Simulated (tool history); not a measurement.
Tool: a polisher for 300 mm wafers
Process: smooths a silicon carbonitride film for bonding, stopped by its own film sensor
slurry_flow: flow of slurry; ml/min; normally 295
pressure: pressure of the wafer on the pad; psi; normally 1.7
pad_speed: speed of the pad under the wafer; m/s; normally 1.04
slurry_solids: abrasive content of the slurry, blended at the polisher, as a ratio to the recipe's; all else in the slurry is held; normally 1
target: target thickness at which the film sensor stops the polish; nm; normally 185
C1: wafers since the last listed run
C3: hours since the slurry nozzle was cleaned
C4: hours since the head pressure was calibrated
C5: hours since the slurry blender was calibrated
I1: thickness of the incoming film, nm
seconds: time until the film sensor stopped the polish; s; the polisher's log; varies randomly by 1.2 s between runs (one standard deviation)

{"run": 1, "hour": 0.0, "slurry_flow": 295, "pressure": 1.7, "pad_speed": 1.04, "slurry_solids": 1, "target": 185, "C1": 0, "wafers polished on this pad": 1760, "C3": 393.3, "C4": 868.9, "C5": 139.5, "I1": 197.9, "seconds": 59.1}
{"hour": 18.9, "done": "slurry nozzle cleaned"}
{"hour": 33.9, "done": "worn pad replaced by a new one"}
{"run": 2, "hour": 43.3, "slurry_flow": 295, "pressure": 1.7, "pad_speed": 1.04, "slurry_solids": 1, "target": 185, "C1": 508, "wafers polished on this pad": 124, "C3": 24.4, "C4": 912.2, "C5": 182.8, "I1": 201.6, "seconds": 79.9}
{"hour": 46.8, "done": "slurry blender recalibrated"}
{"run": 3, "hour": 68.6, "slurry_flow": 295, "pressure": 1.7, "pad_speed": 1.04, "slurry_solids": 1, "target": 185, "C1": 309, "wafers polished on this pad": 433, "C3": 49.7, "C4": 937.5, "C5": 21.8, "I1": 202.6, "seconds": 82}
{"run": 4, "hour": 119.0, "slurry_flow": 295, "pressure": 1.8, "pad_speed": 1.04, "slurry_solids": 1, "target": 185, "C1": 668, "wafers polished on this pad": 1102, "C3": 100.1, "C4": 987.9, "C5": 72.2, "I1": 201.1, "seconds": 70.7}
{"run": 5, "hour": 144.4, "slurry_flow": 295, "pressure": 1.7, "pad_speed": 1.04, "slurry_solids": 1, "target": 185, "C1": 337, "wafers polished on this pad": 1439, "C3": 125.5, "C4": 1013.3, "C5": 97.6, "I1": 198.9, "seconds": 63.6}
{"hour": 180.7, "done": "worn pad replaced by a new one"}
{"run": 6, "hour": 193.6, "slurry_flow": 295, "pressure": 1.7, "pad_speed": 1.04, "slurry_solids": 1, "target": 185, "C1": 599, "wafers polished on this pad": 171, "C3": 174.7, "C4": 1062.5, "C5": 146.8, "I1": 198.8, "seconds": 64.1}
{"hour": 216.0, "done": "slurry blender recalibrated"}
{"run": 7, "hour": 220.0, "slurry_flow": 295, "pressure": 1.7, "pad_speed": 1.04, "slurry_solids": 1, "target": 185, "C1": 323, "wafers polished on this pad": 495, "C3": 201.1, "C4": 1088.9, "C5": 4, "I1": 201.5, "seconds": 79.6}
{"hour": 306.6, "done": "worn pad replaced by a new one"}
{"run": 8, "hour": 367.3, "slurry_flow": 295, "pressure": 1.7, "pad_speed": 1.04, "slurry_solids": 1, "target": 186, "C1": 1901, "wafers polished on this pad": 806, "C3": 348.4, "C4": 1236.2, "C5": 151.3, "I1": 197, "seconds": 54}
{"hour": 397.4, "done": "slurry nozzle cleaned"}
{"hour": 426.4, "done": "slurry blender recalibrated"}
{"run": 9, "hour": 429.9, "slurry_flow": 295, "pressure": 1.7, "pad_speed": 1.24, "slurry_solids": 1.1, "target": 185, "C1": 791, "wafers polished on this pad": 1597, "C3": 32.5, "C4": 1298.8, "C5": 3.5, "I1": 202.7, "seconds": 67.6}
{"hour": 440.4, "done": "head pressure recalibrated"}
{"hour": 453.4, "done": "worn pad replaced by a new one"}
{"run": 10, "hour": 475.9, "slurry_flow": 295, "pressure": 1.7, "pad_speed": 1.04, "slurry_solids": 1.25, "target": 186, "C1": 530, "wafers polished on this pad": 298, "C3": 78.5, "C4": 35.5, "C5": 49.5, "I1": 200.8, "seconds": 60.4}
{"run": 11, "hour": 544.9, "slurry_flow": 295, "pressure": 1.5, "pad_speed": 1.04, "slurry_solids": 1.25, "target": 185, "C1": 915, "wafers polished on this pad": 1214, "C3": 147.5, "C4": 104.5, "C5": 118.5, "I1": 199.3, "seconds": 67.9}
{"run": 12, "hour": 579.1, "slurry_flow": 295, "pressure": 1.7, "pad_speed": 1.04, "slurry_solids": 1, "target": 185, "C1": 453, "wafers polished on this pad": 1667, "C3": 181.7, "C4": 138.7, "C5": 152.7, "I1": 198.3, "seconds": 58.7}

Forecast run 13:
{"hour": 596.9, "done": "worn pad replaced by a new one"}
{"hour": 610.2, "done": "slurry blender recalibrated"}
{"run": 13, "hour": 642.4, "slurry_flow": 295, "pressure": 1.7, "pad_speed": 1.28, "slurry_solids": 0.75, "target": 182, "C1": 760, "wafers polished on this pad": 576, "C3": 245, "C4": 202, "C5": 32.2, "I1": 204.2, "seconds": "?"}

{"run 13": {"seconds": 93.5}}
Take away the tool's hidden state, keep the run-to-run variation as it was, and the same run would have given seconds 88.7 s.

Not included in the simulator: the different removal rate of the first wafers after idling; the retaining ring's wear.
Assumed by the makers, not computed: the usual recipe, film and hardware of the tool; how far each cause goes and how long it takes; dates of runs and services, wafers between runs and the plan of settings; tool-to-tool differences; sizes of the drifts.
